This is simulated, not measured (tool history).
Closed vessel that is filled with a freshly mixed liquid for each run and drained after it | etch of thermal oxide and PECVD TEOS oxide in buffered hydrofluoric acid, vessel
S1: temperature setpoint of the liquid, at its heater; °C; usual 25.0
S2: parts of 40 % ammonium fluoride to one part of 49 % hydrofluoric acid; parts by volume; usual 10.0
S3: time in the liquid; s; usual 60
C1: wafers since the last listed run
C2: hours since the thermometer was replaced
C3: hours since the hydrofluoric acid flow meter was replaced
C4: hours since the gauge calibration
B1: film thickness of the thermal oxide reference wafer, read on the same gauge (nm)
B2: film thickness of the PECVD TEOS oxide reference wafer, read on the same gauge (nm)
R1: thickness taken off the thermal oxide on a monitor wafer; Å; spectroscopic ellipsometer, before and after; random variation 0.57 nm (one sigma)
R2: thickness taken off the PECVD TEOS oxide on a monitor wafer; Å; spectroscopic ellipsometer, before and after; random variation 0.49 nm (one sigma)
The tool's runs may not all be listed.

{"run": 1, "hour": 0.0, "S1": 25.0, "S2": 10.0, "S3": 60, "C1": 0, "C2": 769.0, "C3": 1718.2, "C4": 492.7, "B1": 59.99, "B2": 110.0, "R1": 682.9, "R2": 1067.1}
{"run": 2, "hour": 38.0, "S1": 25.0, "S2": 12.0, "S3": 45, "C1": 3774, "C2": 807.0, "C3": 1756.2, "C4": 530.7, "B1": 59.95, "B2": 110.05, "R1": 424.7, "R2": 667.6}
{"run": 3, "hour": 92.3, "S1": 25.0, "S2": 12.0, "S3": 45, "C1": 5393, "C2": 861.3, "C3": 1810.5, "C4": 585.0, "B1": 60.0, "B2": 110.02, "R1": 429.3, "R2": 671.8}
{"run": 4, "hour": 132.7, "S1": 25.0, "S2": 10.0, "S3": 60, "C1": 4013, "C2": 901.7, "C3": 1850.9, "C4": 625.4, "B1": 60.01, "B2": 109.96, "R1": 689.2, "R2": 1069.9}
{"run": 5, "hour": 191.4, "S1": 25.0, "S2": 10.0, "S3": 60, "C1": 5831, "C2": 960.4, "C3": 1909.6, "C4": 684.1, "B1": 60.04, "B2": 109.97, "R1": 688.5, "R2": 1071.4}
{"run": 6, "hour": 291.1, "S1": 25.0, "S2": 10.0, "S3": 60, "C1": 9903, "C2": 1060.1, "C3": 2009.3, "C4": 783.8, "B1": 60.01, "B2": 110.03, "R1": 679.2, "R2": 1076.3}
{"run": 7, "hour": 347.2, "S1": 25.0, "S2": 11.5, "S3": 60, "C1": 5572, "C2": 1116.2, "C3": 2065.4, "C4": 839.9, "B1": 59.95, "B2": 110.02, "R1": 596.5, "R2": 942.7}
{"hour": 446.8, "done": "hydrofluoric acid flow meter replaced"}
{"hour": 474.9, "done": "thermometer replaced"}
{"hour": 514.1, "done": "gauge calibrated"}
{"run": 8, "hour": 657.2, "S1": 23.0, "S2": 10.0, "S3": 30, "C1": 30595, "C2": 182.3, "C3": 210.4, "C4": 143.1, "B1": 60.02, "B2": 109.98, "R1": 311.6, "R2": 487.7}
{"run": 9, "hour": 728.5, "S1": 29.5, "S2": 6.5, "S3": 35, "C1": 7082, "C2": 253.6, "C3": 281.7, "C4": 214.4, "B1": 59.98, "B2": 109.99, "R1": 757.9, "R2": 1207.1}
{"run": 10, "hour": 826.0, "S1": 25.0, "S2": 10.0, "S3": 60, "C1": 9685, "C2": 351.1, "C3": 379.2, "C4": 311.9, "B1": 60.01, "B2": 110.05, "R1": 698.5, "R2": 1104.5}
{"run": 11, "hour": 863.1, "S1": 29.5, "S2": 8.0, "S3": 95, "C1": 3685, "C2": 388.2, "C3": 416.3, "C4": 349.0, "B1": 60.01, "B2": 110.03, "R1": 1693.2, "R2": 2664.4}
{"run": 12, "hour": 966.6, "S1": 25.0, "S2": 10.0, "S3": 60, "C1": 10281, "C2": 491.7, "C3": 519.8, "C4": 452.5, "B1": 59.97, "B2": 109.99, "R1": 702.4, "R2": 1107.9}
{"run": 13, "hour": 1053.2, "S1": 22.0, "S2": 6.0, "S3": 50, "C1": 8602, "C2": 578.3, "C3": 606.4, "C4": 539.1, "B1": 59.99, "B2": 110.03, "R1": 796.8, "R2": 1258.1}
{"run": 14, "hour": 1097.7, "S1": 21.0, "S2": 10.0, "S3": 90, "C1": 4420, "C2": 622.8, "C3": 650.9, "C4": 583.6, "B1": 59.99, "B2": 110.05, "R1": 845.9, "R2": 1339.7}
{"run": 15, "hour": 1151.6, "S1": 25.0, "S2": 11.0, "S3": 95, "C1": 5354, "C2": 676.7, "C3": 704.8, "C4": 637.5, "B1": 59.97, "B2": 110.0, "R1": 1018.5, "R2": 1597.1}

Some steps in R1 between neighbouring runs. How much of each would the tool show without its hidden state too (settings, what came in, random variation), and how much is left for the hidden state, with any gauge scatter that isn't in both results?
The hidden state here: liquid hotter than its thermometer reads (K); hydrofluoric acid flow below the setpoint (%); gauge reads high (%).
Run 10 -> 11: S1 25.0 -> 29.5, S2 10.0 -> 8.0, S3 60 -> 95. R1 +994.7 Å: hidden state -3.5, all else +998.2.
Run 12 -> 13: S1 25.0 -> 22.0, S2 10.0 -> 6.0, S3 60 -> 50. R1 +94.4 Å: hidden state +8.1, all else +86.3.

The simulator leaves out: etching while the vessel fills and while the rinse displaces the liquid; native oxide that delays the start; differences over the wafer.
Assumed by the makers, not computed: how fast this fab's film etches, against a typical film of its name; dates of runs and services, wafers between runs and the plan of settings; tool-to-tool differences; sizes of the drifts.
